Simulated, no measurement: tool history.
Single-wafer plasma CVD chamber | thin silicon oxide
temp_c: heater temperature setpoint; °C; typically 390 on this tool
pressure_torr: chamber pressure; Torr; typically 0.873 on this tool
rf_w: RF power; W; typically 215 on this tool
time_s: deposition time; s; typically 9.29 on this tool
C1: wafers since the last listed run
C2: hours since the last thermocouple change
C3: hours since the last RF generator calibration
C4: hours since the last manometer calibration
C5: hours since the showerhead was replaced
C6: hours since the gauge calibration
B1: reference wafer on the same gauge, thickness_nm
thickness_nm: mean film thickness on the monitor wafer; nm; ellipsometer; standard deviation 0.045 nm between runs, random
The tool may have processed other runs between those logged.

Run 1, hour 0: usual settings; C1 0; C2 923.5; C3 2771.8; C4 1441.2; C5 2534.5; C6 433.8; B1 18.414. Result: thickness_nm 17.307 nm.
Run 2, hour 13: usual settings; C1 295; C2 936.5; C3 2784.8; C4 1454.2; C5 2547.5; C6 446.8; B1 18.411. Result: thickness_nm 17.299 nm.
Run 3, hour 29.8: usual settings; C1 382; C2 953.3; C3 2801.6; C4 1471; C5 2564.3; C6 463.6; B1 18.402. Result: thickness_nm 17.224 nm.
Run 4, hour 39.2: usual settings; C1 213; C2 962.7; C3 2811; C4 1480.4; C5 2573.7; C6 473; B1 18.393. Result: thickness_nm 17.315 nm.
At hour 47.1: gauge calibrated.
Run 5, hour 53.3: usual settings; C1 320; C2 976.8; C3 2825.1; C4 1494.5; C5 2587.8; C6 6.2; B1 18.408. Result: thickness_nm 17.32 nm.
At hour 63.1: RF generator calibrated.
Run 6, hour 63.6: usual settings but time_s 9.81 s; C1 52; C2 987.1; C3 0.5; C4 1504.8; C5 2598.1; C6 16.5; B1 18.396. Result: thickness_nm 18.25 nm.
Run 7, hour 65.8: usual settings; C1 50; C2 989.3; C3 2.7; C4 1507; C5 2600.3; C6 18.7; B1 18.402. Result: thickness_nm 17.348 nm.
Run 8, hour 85.4: usual settings; C1 446; C2 1008.9; C3 22.3; C4 1526.6; C5 2619.9; C6 38.3; B1 18.386. Result: thickness_nm 17.357 nm.
Run 9, hour 94.5: usual settings; C1 207; C2 1018; C3 31.4; C4 1535.7; C5 2629; C6 47.4; B1 18.399. Result: thickness_nm 17.294 nm.
At hour 144: thermocouple changed; heater temperature recalibrated.
Run 10, hour 145.2: usual settings but time_s 8.77 s; C1 972; C2 1.2; C3 82.1; C4 1586.4; C5 2679.7; C6 98.1; B1 18.409. Result: thickness_nm 16.335 nm.
Run 11, hour 158.2: usual settings but pressure_torr 1.056 Torr; C1 295; C2 14.2; C3 95.1; C4 1599.4; C5 2692.7; C6 111.1; B1 18.404. Result: thickness_nm 20.254 nm.
At hour 172.2: showerhead replaced.
Run 12, hour 172.7: usual settings; C1 147; C2 28.7; C3 109.6; C4 1613.9; C5 0.5; C6 125.6; B1 18.395. Result: thickness_nm 17.476 nm.
Run 13, hour 182.4: usual settings but time_s 10.36 s; C1 220; C2 38.4; C3 119.3; C4 1623.6; C5 10.2; C6 135.3; B1 18.402. Result: thickness_nm 19.346 nm.
Run 14, hour 197.6: usual settings but rf_w 190 W; C1 346; C2 53.6; C3 134.5; C4 1638.8; C5 25.4; C6 150.5; B1 18.393. Result: thickness_nm 16.436 nm.
Run 15, hour 204.8: usual settings but temp_c 379 °C, pressure_torr 1.001 Torr, rf_w 195 W; C1 163; C2 60.8; C3 141.7; C4 1646; C5 32.6; C6 157.7; B1 18.395. Result: thickness_nm 18.744 nm.
At hour 221.2: capacitance manometer re-zeroed and calibrated.
Run 16, hour 221.7: usual settings but temp_c 402 °C, pressure_torr 0.757 Torr, rf_w 240 W; C1 202; C2 77.7; C3 158.6; C4 0.5; C5 49.5; C6 174.6; B1 18.401. Result: thickness_nm 14.419 nm.
Run 17, hour 235.8: usual settings but temp_c 377 °C, pressure_torr 0.8 Torr, rf_w 195 W, time_s 10.05 s; C1 320; C2 91.8; C3 172.7; C4 14.6; C5 63.6; C6 188.7; B1 18.397. Result: thickness_nm 15.317 nm.
Run 18, hour 247.1: usual settings; C1 257; C2 103.1; C3 184; C4 25.9; C5 74.9; C6 200; B1 18.417. Result: thickness_nm 16.141 nm.
Run 19, hour 254.3: usual settings but temp_c 379 °C, pressure_torr 0.75 Torr, rf_w 195 W, time_s 9.83 s; C1 163; C2 110.3; C3 191.2; C4 33.1; C5 82.1; C6 207.2; B1 18.385. Result: thickness_nm 13.923 nm.
Run 20, hour 268.1: usual settings but temp_c 404 °C, pressure_torr 0.773 Torr, rf_w 200 W, time_s 10 s; C1 314; C2 124.1; C3 205; C4 46.9; C5 95.9; C6 221; B1 18.383. Result: thickness_nm 14.576 nm.

Expected results for the next run?
Run 21, hour 274.6: usual settings but temp_c 402 °C, pressure_torr 0.688 Torr, rf_w 200 W; C1 147; C2 130.6; C3 211.5; C4 53.4; C5 102.4; C6 227.5; B1 ?. Result: thickness_nm ?.

{"run 21": {"B1": 18.403, "thickness_nm": 11.83}}
The same run, on a tool lacking any hidden state, would have yielded thickness_nm 11.94 nm.
